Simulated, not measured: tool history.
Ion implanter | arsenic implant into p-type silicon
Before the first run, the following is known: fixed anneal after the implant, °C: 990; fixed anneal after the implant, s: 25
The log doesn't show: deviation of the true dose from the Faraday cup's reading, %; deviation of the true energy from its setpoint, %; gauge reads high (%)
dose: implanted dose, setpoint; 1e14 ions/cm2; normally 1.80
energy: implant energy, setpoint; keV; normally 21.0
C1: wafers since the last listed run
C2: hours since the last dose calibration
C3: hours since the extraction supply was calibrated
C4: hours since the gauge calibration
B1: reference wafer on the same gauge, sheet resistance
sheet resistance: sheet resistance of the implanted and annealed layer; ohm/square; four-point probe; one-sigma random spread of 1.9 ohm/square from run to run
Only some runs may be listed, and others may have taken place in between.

{"run": 1, "hour": 0.0, "dose": 1.8, "energy": 21.0, "C1": 0, "C2": 536.4, "C3": 5236.7, "C4": 1788.8, "B1": 520.43, "sheet resistance": 435.61}
{"run": 2, "hour": 31.8, "dose": 1.8, "energy": 21.0, "C1": 461, "C2": 568.2, "C3": 5268.5, "C4": 1820.6, "B1": 519.59, "sheet resistance": 442.9}
{"run": 3, "hour": 94.9, "dose": 2.23, "energy": 19.0, "C1": 915, "C2": 631.3, "C3": 5331.6, "C4": 1883.7, "B1": 519.97, "sheet resistance": 382.44}
{"run": 4, "hour": 207.9, "dose": 2.23, "energy": 19.0, "C1": 1639, "C2": 744.3, "C3": 5444.6, "C4": 1996.7, "B1": 520.55, "sheet resistance": 381.75}
{"run": 5, "hour": 265.0, "dose": 1.8, "energy": 21.0, "C1": 828, "C2": 801.4, "C3": 5501.7, "C4": 2053.8, "B1": 519.69, "sheet resistance": 443.37}
{"run": 6, "hour": 336.8, "dose": 1.8, "energy": 21.0, "C1": 1041, "C2": 873.2, "C3": 5573.5, "C4": 2125.6, "B1": 520.23, "sheet resistance": 441.41}
{"run": 7, "hour": 390.9, "dose": 1.8, "energy": 21.0, "C1": 784, "C2": 927.3, "C3": 5627.6, "C4": 2179.7, "B1": 519.56, "sheet resistance": 445.71}
{"hour": 416.4, "done": "extraction supply calibrated"}
{"run": 8, "hour": 441.7, "dose": 2.02, "energy": 21.0, "C1": 620, "C2": 978.1, "C3": 25.3, "C4": 2230.5, "B1": 520.21, "sheet resistance": 407.33}
{"run": 9, "hour": 479.4, "dose": 1.8, "energy": 21.0, "C1": 546, "C2": 1015.8, "C3": 63.0, "C4": 2268.2, "B1": 520.18, "sheet resistance": 445.32}
{"run": 10, "hour": 511.8, "dose": 1.8, "energy": 21.0, "C1": 470, "C2": 1048.2, "C3": 95.4, "C4": 2300.6, "B1": 520.21, "sheet resistance": 439.88}
{"run": 11, "hour": 569.0, "dose": 1.46, "energy": 17.0, "C1": 829, "C2": 1105.4, "C3": 152.6, "C4": 2357.8, "B1": 520.18, "sheet resistance": 531.3}
{"hour": 613.4, "done": "Faraday cup replaced and dose calibrated"}
{"run": 12, "hour": 613.9, "dose": 1.46, "energy": 17.0, "C1": 535, "C2": 0.5, "C3": 197.5, "C4": 2402.7, "B1": 519.82, "sheet resistance": 521.83}
{"hour": 675.1, "done": "gauge calibrated"}
{"run": 13, "hour": 733.2, "dose": 1.8, "energy": 26.5, "C1": 1730, "C2": 119.8, "C3": 316.8, "C4": 58.1, "B1": 520.07, "sheet resistance": 420.64}
{"run": 14, "hour": 876.3, "dose": 2.02, "energy": 21.0, "C1": 2076, "C2": 262.9, "C3": 459.9, "C4": 201.2, "B1": 519.64, "sheet resistance": 402.63}
{"run": 15, "hour": 930.7, "dose": 1.61, "energy": 15.5, "C1": 789, "C2": 317.3, "C3": 514.3, "C4": 255.6, "B1": 520.2, "sheet resistance": 499.4}
{"run": 16, "hour": 983.9, "dose": 2.33, "energy": 21.0, "C1": 771, "C2": 370.5, "C3": 567.5, "C4": 308.8, "B1": 520.23, "sheet resistance": 360.57}
{"run": 17, "hour": 1035.2, "dose": 1.62, "energy": 26.5, "C1": 744, "C2": 421.8, "C3": 618.8, "C4": 360.1, "B1": 519.37, "sheet resistance": 456.68}
{"run": 18, "hour": 1059.7, "dose": 1.8, "energy": 21.0, "C1": 355, "C2": 446.3, "C3": 643.3, "C4": 384.6, "B1": 519.87, "sheet resistance": 439.69}
{"run": 19, "hour": 1103.3, "dose": 2.18, "energy": 18.5, "C1": 632, "C2": 489.9, "C3": 686.9, "C4": 428.2, "B1": 520.3, "sheet resistance": 389.09}
{"run": 20, "hour": 1134.8, "dose": 2.21, "energy": 28.0, "C1": 456, "C2": 521.4, "C3": 718.4, "C4": 459.7, "B1": 519.63, "sheet resistance": 362.91}
{"run": 21, "hour": 1197.6, "dose": 2.3, "energy": 16.5, "C1": 911, "C2": 584.2, "C3": 781.2, "C4": 522.5, "B1": 520.01, "sheet resistance": 382.34}
{"run": 22, "hour": 1232.4, "dose": 1.53, "energy": 23.5, "C1": 504, "C2": 619.0, "C3": 816.0, "C4": 557.3, "B1": 520.1, "sheet resistance": 485.68}
{"run": 23, "hour": 1259.1, "dose": 1.28, "energy": 14.5, "C1": 387, "C2": 645.7, "C3": 842.7, "C4": 584.0, "B1": 520.23, "sheet resistance": 603.19}
{"run": 24, "hour": 1326.0, "dose": 1.46, "energy": 26.5, "C1": 970, "C2": 712.6, "C3": 909.6, "C4": 650.9, "B1": 519.82, "sheet resistance": 499.86}
{"run": 25, "hour": 1366.4, "dose": 1.29, "energy": 15.5, "C1": 586, "C2": 753.0, "C3": 950.0, "C4": 691.3, "B1": 520.01, "sheet resistance": 592.88}
{"run": 26, "hour": 1410.3, "dose": 1.34, "energy": 25.5, "C1": 636, "C2": 796.9, "C3": 993.9, "C4": 735.2, "B1": 520.08, "sheet resistance": 530.72}
{"run": 27, "hour": 1466.9, "dose": 1.8, "energy": 21.0, "C1": 821, "C2": 853.5, "C3": 1050.5, "C4": 791.8, "B1": 519.61, "sheet resistance": 444.09}
{"run": 28, "hour": 1500.8, "dose": 1.8, "energy": 21.0, "C1": 491, "C2": 887.4, "C3": 1084.4, "C4": 825.7, "B1": 519.51, "sheet resistance": 442.61}
{"run": 29, "hour": 1549.4, "dose": 1.8, "energy": 18.0, "C1": 705, "C2": 936.0, "C3": 1133.0, "C4": 874.3, "B1": 519.83, "sheet resistance": 455.95}
{"run": 30, "hour": 1608.9, "dose": 2.21, "energy": 28.0, "C1": 863, "C2": 995.5, "C3": 1192.5, "C4": 933.8, "B1": 519.89, "sheet resistance": 370.62}
{"run": 31, "hour": 1665.8, "dose": 1.29, "energy": 15.5, "C1": 825, "C2": 1052.4, "C3": 1249.4, "C4": 990.7, "B1": 519.5, "sheet resistance": 597.67}
{"run": 32, "hour": 1716.6, "dose": 2.0, "energy": 17.0, "C1": 737, "C2": 1103.2, "C3": 1300.2, "C4": 1041.5, "B1": 519.83, "sheet resistance": 427.8}
{"hour": 1782.0, "done": "Faraday cup replaced and dose calibrated"}
{"run": 33, "hour": 1787.8, "dose": 1.44, "energy": 24.5, "C1": 916, "C2": 5.8, "C3": 1371.4, "C4": 1112.7, "B1": 519.97, "sheet resistance": 505.86}
{"run": 34, "hour": 1858.2, "dose": 1.8, "energy": 21.0, "C1": 1021, "C2": 76.2, "C3": 1441.8, "C4": 1183.1, "B1": 520.16, "sheet resistance": 436.34}
{"run": 35, "hour": 1908.1, "dose": 1.45, "energy": 14.0, "C1": 723, "C2": 126.1, "C3": 1491.7, "C4": 1233.0, "B1": 520.08, "sheet resistance": 547.9}
{"run": 36, "hour": 1935.4, "dose": 1.34, "energy": 14.0, "C1": 396, "C2": 153.4, "C3": 1519.0, "C4": 1260.3, "B1": 520.04, "sheet resistance": 581.15}
{"run": 37, "hour": 1984.6, "dose": 1.42, "energy": 21.0, "C1": 713, "C2": 202.6, "C3": 1568.2, "C4": 1309.5, "B1": 519.98, "sheet resistance": 524.94}

What would each run have given without the hidden state, its run-to-run variation left as it was?
run=1 sheet_resistance=431.51
run=2 sheet_resistance=438.47
run=3 sheet_resistance=378.10
run=4 sheet_resistance=376.60
run=5 sheet_resistance=437.01
run=6 sheet_resistance=434.49
run=7 sheet_resistance=438.27
run=8 sheet_resistance=400.09
run=9 sheet_resistance=437.15
run=10 sheet_resistance=431.54
run=11 sheet_resistance=520.69
run=12 sheet_resistance=520.19
run=13 sheet_resistance=418.41
run=14 sheet_resistance=399.37
run=15 sheet_resistance=494.84
run=16 sheet_resistance=356.90
run=17 sheet_resistance=451.76
run=18 sheet_resistance=434.65
run=19 sheet_resistance=384.24
run=20 sheet_resistance=358.25
run=21 sheet_resistance=376.85
run=22 sheet_resistance=478.68
run=23 sheet_resistance=594.08
run=24 sheet_resistance=491.90
run=25 sheet_resistance=582.77
run=26 sheet_resistance=521.51
run=27 sheet_resistance=435.62
run=28 sheet_resistance=433.88
run=29 sheet_resistance=446.47
run=30 sheet_resistance=362.58
run=31 sheet_resistance=584.15
run=32 sheet_resistance=417.48
run=33 sheet_resistance=503.87
run=34 sheet_resistance=434.00
run=35 sheet_resistance=544.44
run=36 sheet_resistance=577.20
run=37 sheet_resistance=520.97
